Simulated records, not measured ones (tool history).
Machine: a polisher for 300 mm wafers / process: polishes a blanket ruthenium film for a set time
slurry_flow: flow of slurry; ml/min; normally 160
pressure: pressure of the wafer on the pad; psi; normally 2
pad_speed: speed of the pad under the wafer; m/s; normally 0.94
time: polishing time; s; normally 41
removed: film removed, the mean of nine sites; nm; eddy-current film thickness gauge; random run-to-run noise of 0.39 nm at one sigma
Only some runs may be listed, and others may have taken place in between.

| run | hour | slurry_flow | pressure | pad_speed | time | wafers since the last listed run | wafers polished on this pad | hours since the slurry nozzle was cleaned | hours since the head pressure was calibrated | incoming thickness of the incoming film, nm | removed |
|---|---|---|---|---|---|---|---|---|---|---|---|
| 1 | 0 | 160 | 2 | 0.94 | 41 | 0 | 453 | 200.2 | 499.5 | 420.6 | 48.6 |
| 2 | 68.4 | 160 | 1.6 | 0.94 | 41 | 710 | 1164 | 268.6 | 567.9 | 421.6 | 37.7 |
|  | 86 | slurry nozzle cleaned |
| 3 | 121.5 | 160 | 1.6 | 0.94 | 41 | 541 | 1706 | 35.5 | 621 | 417.8 | 37.4 |
| 4 | 170.7 | 160 | 1.6 | 0.94 | 41 | 511 | 2217 | 84.7 | 670.2 | 423.2 | 35.8 |
|  | 200.5 | worn pad replaced by a new one |
| 5 | 215.4 | 160 | 2 | 0.8 | 41 | 423 | 155 | 129.4 | 714.9 | 422.4 | 41.1 |
| 6 | 276.3 | 160 | 2 | 0.94 | 41 | 633 | 788 | 190.3 | 775.8 | 419.7 | 49 |
| 7 | 344.9 | 160 | 2 | 0.94 | 41 | 713 | 1501 | 258.9 | 844.4 | 428.8 | 46.9 |
|  | 387.8 | slurry nozzle cleaned |
| 8 | 410.7 | 160 | 2 | 0.94 | 41 | 673 | 2174 | 22.9 | 910.2 | 419.6 | 45.8 |
|  | 454.7 | worn pad replaced by a new one |
| 9 | 469.4 | 160 | 2 | 0.94 | 41 | 568 | 153 | 81.6 | 968.9 | 420.8 | 48.4 |
| 10 | 530.1 | 160 | 2 | 0.94 | 41 | 630 | 784 | 142.3 | 1029.6 | 417.3 | 47.7 |
| 11 | 596.7 | 160 | 2 | 0.94 | 46 | 692 | 1476 | 208.9 | 1096.2 | 415.8 | 53.1 |
| 12 | 621.7 | 160 | 2 | 0.94 | 41 | 259 | 1736 | 233.9 | 1121.2 | 416.9 | 46.5 |
| 13 | 648.5 | 125 | 2 | 1.16 | 41 | 278 | 2014 | 260.7 | 1148 | 417.7 | 54.4 |
|  | 662.2 | worn pad replaced by a new one |
|  | 694.1 | slurry nozzle cleaned |
| 14 | 709 | 205 | 1.4 | 0.84 | 30 | 576 | 475 | 14.9 | 1208.5 | 412.3 | 23 |
| 15 | 772.3 | 175 | 2 | 1.2 | 41 | 657 | 1133 | 78.2 | 1271.8 | 414.4 | 62.4 |
|  | 816.9 | head pressure recalibrated |
| 16 | 817.4 | 215 | 2.6 | 0.76 | 41 | 447 | 1581 | 123.3 | 0.5 | 414.9 | 50.9 |
| 17 | 849.8 | 160 | 2 | 0.94 | 41 | 336 | 1918 | 155.7 | 32.9 | 424.5 | 46.1 |
| 18 | 915.3 | 185 | 1.3 | 0.78 | 41 | 680 | 2599 | 221.2 | 98.4 | 423.3 | 24.6 |
|  | 922.7 | worn pad replaced by a new one |
|  | 924.7 | slurry nozzle cleaned |
| 19 | 968.8 | 160 | 2 | 0.76 | 41 | 504 | 468 | 44.1 | 151.9 | 423.1 | 39.7 |
| 20 | 1039.8 | 160 | 2 | 0.94 | 41 | 737 | 1206 | 115.1 | 222.9 | 419.8 | 47.4 |
| 21 | 1083.4 | 160 | 2 | 0.94 | 41 | 453 | 1659 | 158.7 | 266.5 | 428.9 | 47.5 |
| 22 | 1148.3 | 160 | 2 | 0.64 | 41 | 674 | 2334 | 223.6 | 331.4 | 417.5 | 31 |
|  | 1187.2 | slurry nozzle cleaned |
|  | 1196.2 | worn pad replaced by a new one |
| 23 | 1206.5 | 160 | 2.5 | 0.94 | 41 | 552 | 107 | 19.3 | 389.6 | 417.3 | 58.7 |

What if the next run were any one of these 5? Each begins from the tool's condition after run 23:
| A | 1206.9 | 160 | 2 | 0.94 | 41 | 4 | 111 | 19.7 | 390 | 416.5 | ? |
| B | 1206.9 | 120 | 2 | 0.94 | 29 | 4 | 111 | 19.7 | 390 | 416.5 | ? |
| C | 1206.9 | 205 | 1.4 | 1.26 | 34 | 4 | 111 | 19.7 | 390 | 416.5 | ? |
| D | 1206.9 | 210 | 2.5 | 0.84 | 52 | 4 | 111 | 19.7 | 390 | 416.5 | ? |
| E | 1206.9 | 160 | 2 | 0.94 | 27 | 4 | 111 | 19.7 | 390 | 416.5 | ? |

| run | removed |
|---|---|
| A | 47.9 |
| B | 31.9 |
| C | 38.8 |
| D | 70.8 |
| E | 31.6 |
Without the tool's hidden state the same runs would have given:
| run | removed |
|---|---|
| A | 48.9 |
| B | 32.5 |
| C | 39.5 |
| D | 72.2 |
| E | 32.2 |
